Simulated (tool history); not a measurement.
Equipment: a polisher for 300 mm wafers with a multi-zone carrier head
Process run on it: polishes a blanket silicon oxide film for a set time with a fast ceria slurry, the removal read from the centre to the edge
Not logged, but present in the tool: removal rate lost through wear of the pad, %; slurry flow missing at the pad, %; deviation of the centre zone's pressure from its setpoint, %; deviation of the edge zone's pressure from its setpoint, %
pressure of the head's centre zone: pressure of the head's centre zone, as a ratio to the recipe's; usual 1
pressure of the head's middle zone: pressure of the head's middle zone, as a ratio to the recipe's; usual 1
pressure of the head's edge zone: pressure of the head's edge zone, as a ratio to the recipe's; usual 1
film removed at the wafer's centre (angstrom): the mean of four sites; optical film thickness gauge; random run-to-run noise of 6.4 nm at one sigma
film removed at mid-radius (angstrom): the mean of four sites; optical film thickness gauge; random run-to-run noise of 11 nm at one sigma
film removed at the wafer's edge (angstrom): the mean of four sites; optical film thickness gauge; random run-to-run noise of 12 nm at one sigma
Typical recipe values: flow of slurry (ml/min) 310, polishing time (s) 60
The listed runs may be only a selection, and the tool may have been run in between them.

run,day,flow of slurry (ml/min),pressure of the head's centre zone,pressure of the head's middle zone,pressure of the head's edge zone,polishing time (s),wafers since the last listed run,wafers polished on this pad,hours since the slurry nozzle was cleaned,hours since the centre zone pressure was calibrated,hours since the edge zone pressure was calibrated,hours since the carrier head's membrane was replaced,"incoming thickness of the incoming film, nm",film removed at the wafer's centre (angstrom),film removed at mid-radius (angstrom),film removed at the wafer's edge (angstrom)
1,0,310,1,1,1,60,0,1968,499.9,291.1,73.2,847.8,2723.9,8948,8506,8685
2,3.329,310,1,0.91,1,60,771,2740,579.8,371,153.1,927.7,2712.6,8917,7919,8551
3,5.7,310,1,1,1,79,549,3289,636.7,427.9,210,984.6,2690.1,11648,11189,11114
4,9.683,310,1,1,1,60,923,4212,732.3,523.5,305.6,1080.2,2707.8,8981,8586,8735
# day 12.229: slurry nozzle cleaned
5,12.4,310,1,1,1,60,619,4832,4.1,588.7,370.8,1145.4,2717.6,8850,8711,8701
6,15.521,310,1,1,0.91,49,723,5555,79,663.6,445.7,1220.3,2712.5,7288,6859,6511
# day 17.242: carrier head's membrane replaced by a new one
7,17.662,415,0.88,1,1,60,447,6003,130.4,715,497.1,10.1,2725.4,8429,8450,8688
# day 19.212: worn pad replaced by a new one
8,21.45,310,1,1,1.04,60,839,518,221.3,805.9,588,101,2751.7,9130,8531,9029
9,23.838,345,1,1,1,60,553,1072,278.6,863.2,645.3,158.3,2742.3,9213,8659,8723
# day 24.562: edge zone pressure recalibrated
# day 25.062: centre zone pressure recalibrated
10,25.95,265,1,1,1,60,450,1522,329.3,21.3,33.3,209,2664.9,8520,8428,8308
11,29.683,310,1.04,1.08,1.11,39,865,2387,418.9,110.9,122.9,298.6,2704.2,5848,6043,5722
12,42.688,310,1,1,1,60,3013,5401,731,423,435,610.7,2689.6,8835,8318,8644
# day 46.225: slurry nozzle cleaned
13,46.842,210,1.1,1,1,73,952,6354,14.8,522.7,534.7,710.4,2758.2,10890,9907,9778
# day 48.575: worn pad replaced by a new one
14,49.746,310,1,1,1,60,634,271,84.5,592.4,604.4,780.1,2701.2,9006,8585,8672
# day 52.992: edge zone pressure recalibrated
15,62.967,225,1,0.97,1,60,3044,3315,401.8,909.7,239.4,1097.4,2727.8,8622,8014,8313
# day 63.854: centre zone pressure recalibrated
16,67.071,400,0.93,1,1,53,931,4247,500.3,77.2,337.9,1195.9,2719.5,7463,7697,7846
17,69.125,310,1,1,1,53,475,4723,549.6,126.5,387.2,1245.2,2757.3,7674,7446,7598
18,72.154,310,1,1,1,60,701,5425,622.3,199.2,459.9,1317.9,2726.5,8686,8613,8490
# day 74.562: slurry nozzle cleaned
# day 76.592: carrier head's membrane replaced by a new one
19,77.104,270,1,1,0.96,75,1089,6514,61,318,578.7,12.3,2700.7,10956,10563,10099
20,78.796,310,0.88,1,1.06,60,391,6906,101.6,358.6,619.3,52.9,2742.2,8026,8602,8717
21,83.046,310,1,0.89,1,60,984,7890,203.6,460.6,721.3,154.9,2772.4,8933,7857,8465

Results for each run, recomputed without the tool's hidden state and with each run's random variation untouched:
run,film removed at the wafer's centre (angstrom),film removed at mid-radius (angstrom),film removed at the wafer's edge (angstrom)
1,9054,8690,8872
2,9034,8124,8771
3,11805,11504,11426
4,9097,8852,9005
5,8957,8993,8982
6,7366,7090,6729
7,8506,8740,8985
8,8959,8605,9106
9,9074,8783,8847
10,8714,8582,8460
11,5995,6187,5859
12,9038,8593,8929
13,11117,10248,10113
14,8916,8634,8721
15,8631,8240,8545
16,7666,7934,8089
17,7877,7684,7841
18,8904,8899,8771
19,11199,10928,10448
20,8195,8903,9021
21,9095,8137,8766
